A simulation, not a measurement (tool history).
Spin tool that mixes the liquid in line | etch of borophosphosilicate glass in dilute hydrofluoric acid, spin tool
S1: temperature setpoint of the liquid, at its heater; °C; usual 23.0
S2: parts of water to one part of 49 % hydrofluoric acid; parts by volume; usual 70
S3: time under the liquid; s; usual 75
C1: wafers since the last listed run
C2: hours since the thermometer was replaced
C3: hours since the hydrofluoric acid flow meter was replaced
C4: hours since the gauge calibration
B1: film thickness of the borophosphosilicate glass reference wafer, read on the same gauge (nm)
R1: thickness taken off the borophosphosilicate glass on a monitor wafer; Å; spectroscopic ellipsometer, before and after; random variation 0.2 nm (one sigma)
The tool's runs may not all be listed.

run 1 hour=0.0 | S1=23.0 S2=50 S3=75 | C1=0 C2=2129.7 C3=534.1 C4=157.8 | B1=150.02 | R1=464.0
run 2 hour=15.7 | S1=23.0 S2=50 S3=75 | C1=237 C2=2145.4 C3=549.8 C4=173.5 | B1=149.99 | R1=470.5
run 3 hour=31.3 | S1=23.0 S2=70 S3=65 | C1=236 C2=2161.0 C3=565.4 C4=189.1 | B1=149.99 | R1=287.8
run 4 hour=44.6 | S1=26.0 S2=70 S3=90 | C1=201 C2=2174.3 C3=578.7 C4=202.4 | B1=150.00 | R1=446.4
run 5 hour=51.4 | S1=26.0 S2=70 S3=90 | C1=102 C2=2181.1 C3=585.5 C4=209.2 | B1=149.98 | R1=442.1
run 6 hour=62.2 | S1=26.0 S2=70 S3=90 | C1=163 C2=2191.9 C3=596.3 C4=220.0 | B1=149.95 | R1=443.1
run 7 hour=79.0 | S1=23.0 S2=90 S3=75 | C1=254 C2=2208.7 C3=613.1 C4=236.8 | B1=150.01 | R1=250.4
run 8 hour=93.4 | S1=20.5 S2=70 S3=75 | C1=217 C2=2223.1 C3=627.5 C4=251.2 | B1=150.00 | R1=292.0
run 9 hour=109.3 | S1=20.0 S2=70 S3=50 | C1=240 C2=2239.0 C3=643.4 C4=267.1 | B1=150.03 | R1=192.8
run 10 hour=117.5 | S1=23.0 S2=70 S3=75 | C1=124 C2=2247.2 C3=651.6 C4=275.3 | B1=150.04 | R1=327.4
run 11 hour=124.2 | S1=28.0 S2=70 S3=115 | C1=101 C2=2253.9 C3=658.3 C4=282.0 | B1=150.04 | R1=616.1
run 12 hour=135.9 | S1=23.0 S2=70 S3=35 | C1=177 C2=2265.6 C3=670.0 C4=293.7 | B1=150.02 | R1=152.9
-- hour=144.2 hydrofluoric acid flow meter replaced
run 13 hour=144.7 | S1=18.5 S2=55 S3=75 | C1=118 C2=2274.4 C3=0.5 C4=302.5 | B1=150.02 | R1=365.6
run 14 hour=154.7 | S1=23.0 S2=80 S3=90 | C1=151 C2=2284.4 C3=10.5 C4=312.5 | B1=150.02 | R1=356.6
-- hour=159.9 gauge calibrated
run 15 hour=172.0 | S1=19.5 S2=70 S3=45 | C1=261 C2=2301.7 C3=27.8 C4=12.1 | B1=150.02 | R1=177.8
-- hour=187.4 thermometer replaced
run 16 hour=187.9 | S1=21.0 S2=45 S3=100 | C1=225 C2=0.5 C3=43.7 C4=28.0 | B1=149.98 | R1=677.4
run 17 hour=195.0 | S1=23.0 S2=40 S3=75 | C1=107 C2=7.6 C3=50.8 C4=35.1 | B1=149.99 | R1=623.3
run 18 hour=205.4 | S1=21.0 S2=95 S3=95 | C1=157 C2=18.0 C3=61.2 C4=45.5 | B1=150.03 | R1=288.1
run 19 hour=223.4 | S1=26.5 S2=45 S3=110 | C1=272 C2=36.0 C3=79.2 C4=63.5 | B1=149.98 | R1=944.3
run 20 hour=261.0 | S1=19.5 S2=60 S3=75 | C1=568 C2=73.6 C3=116.8 C4=101.1 | B1=150.05 | R1=352.7
-- hour=269.5 hydrofluoric acid flow meter replaced, repeated, since the last time left the tool worse
run 21 hour=272.1 | S1=19.5 S2=70 S3=45 | C1=152 C2=84.7 C3=2.6 C4=112.2 | B1=149.99 | R1=163.2
run 22 hour=279.9 | S1=28.0 S2=70 S3=115 | C1=118 C2=92.5 C3=10.4 C4=120.0 | B1=149.97 | R1=596.3
run 23 hour=295.2 | S1=23.0 S2=105 S3=75 | C1=231 C2=107.8 C3=25.7 C4=135.3 | B1=149.99 | R1=200.2
run 24 hour=301.6 | S1=21.5 S2=60 S3=75 | C1=96 C2=114.2 C3=32.1 C4=141.7 | B1=150.02 | R1=355.2
run 25 hour=329.6 | S1=23.0 S2=70 S3=45 | C1=423 C2=142.2 C3=60.1 C4=169.7 | B1=150.00 | R1=191.0
run 26 hour=341.5 | S1=26.0 S2=70 S3=75 | C1=180 C2=154.1 C3=72.0 C4=181.6 | B1=150.02 | R1=361.7
run 27 hour=353.2 | S1=23.0 S2=70 S3=75 | C1=177 C2=165.8 C3=83.7 C4=193.3 | B1=149.97 | R1=318.7
run 28 hour=364.8 | S1=18.5 S2=70 S3=50 | C1=175 C2=177.4 C3=95.3 C4=204.9 | B1=150.00 | R1=176.1
run 29 hour=381.5 | S1=19.0 S2=70 S3=95 | C1=252 C2=194.1 C3=112.0 C4=221.6 | B1=150.01 | R1=341.9
run 30 hour=392.9 | S1=19.0 S2=70 S3=75 | C1=172 C2=205.5 C3=123.4 C4=233.0 | B1=150.00 | R1=270.1
run 31 hour=401.6 | S1=23.0 S2=70 S3=95 | C1=131 C2=214.2 C3=132.1 C4=241.7 | B1=150.00 | R1=405.7

Forecast each of these 5 alternatives for the next run:
run A hour=402.0 | S1=23.0 S2=70 S3=115 | C1=6 C2=214.6 C3=132.5 C4=242.1 | B1=? | R1=?
run B hour=402.0 | S1=18.0 S2=90 S3=55 | C1=6 C2=214.6 C3=132.5 C4=242.1 | B1=? | R1=?
run C hour=402.0 | S1=21.5 S2=95 S3=55 | C1=6 C2=214.6 C3=132.5 C4=242.1 | B1=? | R1=?
run D hour=402.0 | S1=24.5 S2=70 S3=65 | C1=6 C2=214.6 C3=132.5 C4=242.1 | B1=? | R1=?
run E hour=402.0 | S1=21.5 S2=60 S3=100 | C1=6 C2=214.6 C3=132.5 C4=242.1 | B1=? | R1=?

run=A B1=149.97 R1=489.4
run=B B1=149.97 R1=144.6
run=C B1=149.97 R1=157.5
run=D B1=149.97 R1=294.0
run=E B1=149.97 R1=472.4
Without the tool's hidden state the same runs would have given:
run=A R1=481.1
run=B R1=142.1
run=C R1=154.7
run=D R1=289.0
run=E R1=464.5

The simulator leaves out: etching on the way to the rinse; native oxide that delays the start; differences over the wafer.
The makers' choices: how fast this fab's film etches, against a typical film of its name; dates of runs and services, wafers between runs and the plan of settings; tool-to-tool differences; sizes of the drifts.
